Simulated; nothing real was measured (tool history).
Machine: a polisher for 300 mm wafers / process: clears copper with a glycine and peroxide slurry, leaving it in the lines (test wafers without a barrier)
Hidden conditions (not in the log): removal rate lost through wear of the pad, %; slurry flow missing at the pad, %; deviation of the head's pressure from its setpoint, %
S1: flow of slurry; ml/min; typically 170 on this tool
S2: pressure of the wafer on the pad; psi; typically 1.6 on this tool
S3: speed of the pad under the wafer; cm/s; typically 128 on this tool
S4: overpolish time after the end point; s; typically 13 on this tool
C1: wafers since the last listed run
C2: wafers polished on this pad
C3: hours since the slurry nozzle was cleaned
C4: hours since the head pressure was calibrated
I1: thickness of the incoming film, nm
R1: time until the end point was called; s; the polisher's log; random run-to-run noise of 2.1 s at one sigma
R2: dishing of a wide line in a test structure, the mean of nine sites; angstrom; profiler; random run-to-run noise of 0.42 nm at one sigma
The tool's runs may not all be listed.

| run | day | S1 | S2 | S3 | S4 | C1 | C2 | C3 | C4 | I1 | R1 | R2 |
|---|---|---|---|---|---|---|---|---|---|---|---|---|
| 1 | 0.000 | 170 | 1.6 | 128 | 11 | 0 | 123 | 162.9 | 358.5 | 652.6 | 134.0 | 328 |
|  | 0.775 | head pressure recalibrated |
| 2 | 2.117 | 170 | 1.6 | 128 | 11 | 305 | 429 | 213.7 | 32.2 | 662.1 | 129.2 | 351 |
| 3 | 3.329 | 170 | 1.9 | 128 | 13 | 182 | 611 | 242.8 | 61.3 | 666.0 | 112.7 | 439 |
| 4 | 5.633 | 170 | 1.6 | 160 | 13 | 346 | 957 | 298.1 | 116.6 | 663.3 | 104.2 | 443 |
|  | 6.433 | worn pad replaced by a new one |
| 5 | 6.792 | 170 | 1.6 | 128 | 13 | 148 | 53 | 325.9 | 144.4 | 655.7 | 127.2 | 390 |
| 6 | 7.804 | 125 | 1.6 | 128 | 13 | 152 | 205 | 350.2 | 168.7 | 665.0 | 134.1 | 370 |
| 7 | 9.529 | 170 | 1.6 | 128 | 13 | 259 | 465 | 391.6 | 210.1 | 660.5 | 126.8 | 386 |
| 8 | 12.217 | 170 | 1.6 | 128 | 13 | 403 | 868 | 456.1 | 274.6 | 661.1 | 131.7 | 379 |
| 9 | 13.562 | 170 | 1.6 | 128 | 13 | 202 | 1071 | 488.4 | 306.9 | 662.4 | 130.6 | 377 |
|  | 14.954 | worn pad replaced by a new one |
|  | 16.117 | head pressure recalibrated |
| 10 | 16.542 | 170 | 1.6 | 128 | 13 | 410 | 226 | 559.9 | 10.2 | 663.0 | 125.8 | 400 |
| 11 | 18.858 | 170 | 1.6 | 128 | 13 | 348 | 574 | 615.5 | 65.8 | 663.2 | 125.4 | 399 |
|  | 21.871 | worn pad replaced by a new one |
|  | 22.283 | slurry nozzle cleaned |
| 12 | 26.850 | 205 | 1.6 | 90 | 13 | 1169 | 742 | 109.6 | 257.6 | 662.6 | 162.8 | 322 |
|  | 29.321 | worn pad replaced by a new one |
| 13 | 29.342 | 170 | 1.6 | 128 | 13 | 349 | 3 | 169.4 | 317.4 | 652.7 | 137.6 | 376 |
|  | 29.433 | head pressure recalibrated |
| 14 | 31.388 | 145 | 1.6 | 162 | 9 | 294 | 298 | 218.5 | 46.9 | 663.9 | 105.6 | 332 |
| 15 | 33.025 | 170 | 1.6 | 128 | 13 | 246 | 544 | 257.8 | 86.2 | 653.6 | 123.4 | 397 |
| 16 | 35.308 | 155 | 1.6 | 168 | 13 | 343 | 887 | 312.6 | 141.0 | 660.9 | 102.6 | 449 |
| 17 | 36.475 | 170 | 1.6 | 128 | 17 | 175 | 1062 | 340.6 | 169.0 | 666.6 | 126.7 | 470 |
|  | 36.675 | worn pad replaced by a new one |
| 18 | 38.112 | 170 | 1.6 | 88 | 13 | 220 | 215 | 379.9 | 208.3 | 663.9 | 177.1 | 321 |
| 19 | 40.562 | 225 | 2.2 | 84 | 8 | 368 | 583 | 438.7 | 267.1 | 661.1 | 138.2 | 259 |

Forecast each of these 5 alternatives for the next run:
| A | 40.583 | 170 | 1.8 | 128 | 13 | 3 | 587 | 439.2 | 267.6 | 653.3 | ? | ? |
| B | 40.583 | 170 | 1.8 | 128 | 16 | 3 | 587 | 439.2 | 267.6 | 653.3 | ? | ? |
| C | 40.583 | 135 | 1.6 | 112 | 13 | 3 | 587 | 439.2 | 267.6 | 653.3 | ? | ? |
| D | 40.583 | 170 | 1.3 | 94 | 13 | 3 | 587 | 439.2 | 267.6 | 653.3 | ? | ? |
| E | 40.583 | 230 | 1.3 | 166 | 19 | 3 | 587 | 439.2 | 267.6 | 653.3 | ? | ? |

| run | R1 | R2 |
|---|---|---|
| A | 114.3 | 404 |
| B | 114.3 | 466 |
| C | 143.9 | 340 |
| D | 180.8 | 284 |
| E | 115.4 | 497 |
What these runs would have given with no unlogged condition in the tool:
| run | R1 | R2 |
|---|---|---|
| A | 108.1 | 421 |
| B | 108.1 | 486 |
| C | 136.6 | 355 |
| D | 172.5 | 296 |
| E | 109.3 | 516 |
